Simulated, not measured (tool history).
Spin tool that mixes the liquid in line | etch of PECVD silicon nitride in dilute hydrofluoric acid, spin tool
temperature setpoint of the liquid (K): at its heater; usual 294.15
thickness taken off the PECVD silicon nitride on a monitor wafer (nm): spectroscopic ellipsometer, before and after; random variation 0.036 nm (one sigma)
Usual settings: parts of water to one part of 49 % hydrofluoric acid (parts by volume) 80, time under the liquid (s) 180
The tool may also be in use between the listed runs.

run,hour,temperature setpoint of the liquid (K),parts of water to one part of 49 % hydrofluoric acid (parts by volume),time under the liquid (s),wafers since the last listed run,hours since the thermometer was replaced,hours since the hydrofluoric acid flow meter was replaced,hours since the gauge calibration,"read-back film thickness of the PECVD silicon nitride reference wafer, read on the same gauge (nm)",thickness taken off the PECVD silicon nitride on a monitor wafer (nm)
1,0.0,294.15,80,120,0,2439.8,1222.8,224.1,90.00,4.68
2,6.4,294.15,80,120,38,2446.2,1229.2,230.5,89.99,4.67
3,20.0,294.15,80,120,81,2459.8,1242.8,244.1,89.99,4.73
4,36.2,294.15,80,180,96,2476.0,1259.0,260.3,89.99,7.07
5,43.7,294.15,80,180,44,2483.5,1266.5,267.8,90.00,7.11
6,56.7,294.15,80,180,77,2496.5,1279.5,280.8,89.98,7.02
7,66.3,294.15,80,180,57,2506.1,1289.1,290.4,90.01,7.09
8,77.5,294.15,80,180,66,2517.3,1300.3,301.6,90.02,7.10
9,87.7,294.15,80,180,60,2527.5,1310.5,311.8,89.99,7.04
# hour 106.0: hydrofluoric acid flow meter replaced
# hour 122.5: gauge calibrated
10,137.5,294.15,80,180,291,2577.3,31.5,15.0,90.02,6.48
11,148.7,294.15,80,180,66,2588.5,42.7,26.2,90.00,6.47
12,159.5,294.15,80,180,64,2599.3,53.5,37.0,90.01,6.47
13,173.4,294.15,80,180,82,2613.2,67.4,50.9,90.02,6.40
14,183.2,298.65,100,225,58,2623.0,77.2,60.7,90.01,8.87
15,200.1,290.15,80,180,100,2639.9,94.1,77.6,90.01,4.83
16,213.0,294.15,40,180,76,2652.8,107.0,90.5,90.01,12.67
17,226.8,291.65,80,180,82,2666.6,120.8,104.3,89.98,5.44
18,237.2,294.15,40,265,62,2677.0,131.2,114.7,89.98,18.56
19,244.8,294.15,95,240,45,2684.6,138.8,122.3,89.98,7.33
20,256.4,297.65,50,215,69,2696.2,150.4,133.9,90.02,15.60
# hour 261.4: thermometer replaced
21,265.7,291.15,65,180,49,4.3,159.7,143.2,89.99,7.47
22,282.1,294.15,55,285,97,20.7,176.1,159.6,90.00,17.24
23,292.6,290.15,60,180,62,31.2,186.6,170.1,90.03,7.62
24,302.8,298.15,110,145,60,41.4,196.8,180.3,90.02,5.83
25,316.3,290.15,60,180,80,54.9,210.3,193.8,89.98,7.58
26,330.4,294.15,80,180,84,69.0,224.4,207.9,89.99,7.55
27,346.6,295.65,80,255,96,85.2,240.6,224.1,90.00,11.90

5 ways to go on from here, each from the tool as it stands after run 27. What would each give?
A,347.1,294.15,80,100,2,85.7,241.1,224.6,?,?
B,347.1,292.65,80,95,2,85.7,241.1,224.6,?,?
C,347.1,294.15,80,245,2,85.7,241.1,224.6,?,?
D,347.1,295.65,80,215,2,85.7,241.1,224.6,?,?
E,347.1,292.15,80,215,2,85.7,241.1,224.6,?,?

run,"read-back film thickness of the PECVD silicon nitride reference wafer, read on the same gauge (nm)",thickness taken off the PECVD silicon nitride on a monitor wafer (nm)
A,89.99,4.15
B,89.99,3.56
C,89.99,10.17
D,89.99,9.88
E,89.99,7.78
Without the tool's hidden state the same runs would have given:
run,thickness taken off the PECVD silicon nitride on a monitor wafer (nm)
A,4.12
B,3.53
C,10.10
D,9.81
E,7.73
